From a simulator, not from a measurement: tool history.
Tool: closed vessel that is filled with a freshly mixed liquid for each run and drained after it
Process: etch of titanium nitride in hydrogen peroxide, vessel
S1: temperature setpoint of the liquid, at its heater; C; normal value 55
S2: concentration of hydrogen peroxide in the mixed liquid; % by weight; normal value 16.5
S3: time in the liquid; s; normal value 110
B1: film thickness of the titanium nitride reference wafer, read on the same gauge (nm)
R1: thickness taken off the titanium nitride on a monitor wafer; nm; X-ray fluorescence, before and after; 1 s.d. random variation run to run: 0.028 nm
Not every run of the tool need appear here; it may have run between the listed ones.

run	hour	S1	S2	S3	B1	R1
1	0	55	16.5	110	80.01	5.66
2	52.2	55	14	110	80	5.48
# hour 63.5: new drum of peroxide connected
3	100	55	14	110	80.04	5.52
4	187.4	55	14	110	80.01	5.5
5	294.7	59	18.5	110	79.98	7.58
# hour 315.4: thermometer replaced
6	337.2	59	18.5	110	80	7.89
7	439.1	59	18.5	110	80.04	7.84
8	499.7	49	16.5	135	79.98	4.6
# hour 563.7: new drum of peroxide connected
9	590.7	49	16.5	135	80	4.69
10	635.1	55	16.5	110	79.98	5.85
11	719.2	55	16.5	110	80.02	5.8
12	826.9	55	21.5	50	80	2.76
# hour 882.3: peroxide flow meter replaced
13	915.3	55	16.5	140	80.02	7.3
14	1019.5	49.5	16.5	110	79.99	3.82
15	1081.4	62.5	18	150	80	13.13
16	1140.8	55	16.5	110	80	5.66
# hour 1180.7: new drum of peroxide connected
17	1201.9	50	13	130	79.99	4.46
18	1271.1	55	14.5	65	79.97	3.27
19	1327.7	47.5	12.5	140	80.02	3.96
20	1387.1	59	20.5	140	80.03	10.01
# hour 1405.5: thermometer replaced
21	1488	48.5	15	175	80	5.76
22	1600.3	48	16.5	155	80.02	4.94
23	1664.6	55	16.5	110	79.99	5.77
# hour 1674.2: gauge calibrated
24	1720.3	55	16.5	110	79.99	5.73
# hour 1742.8: new drum of peroxide connected
25	1796.4	55	16.5	110	80	5.8
26	2076.9	55	16.5	160	79.97	8.28
27	2170.6	55	21.5	50	79.98	2.72
# hour 2213.3: new drum of peroxide connected
28	2290.5	47	21.5	110	79.99	3.39

Below are 5 alternative next runs, each starting from the tool's condition after run 28. Predict each:
A	2291.2	55	16.5	110	?	?
B	2291.2	55	14.5	140	?	?
C	2291.2	60.5	16.5	80	?	?
D	2291.2	45	21	110	?	?
E	2291.2	52	16.5	110	?	?

run	B1	R1
A	80	5.75
B	80	7.12
C	80	6.11
D	80	2.93
E	80	4.64
Stripped of hidden state, with their random variation kept, the same runs would have yielded:
run	R1
A	5.95
B	7.37
C	6.32
D	3.04
E	4.81
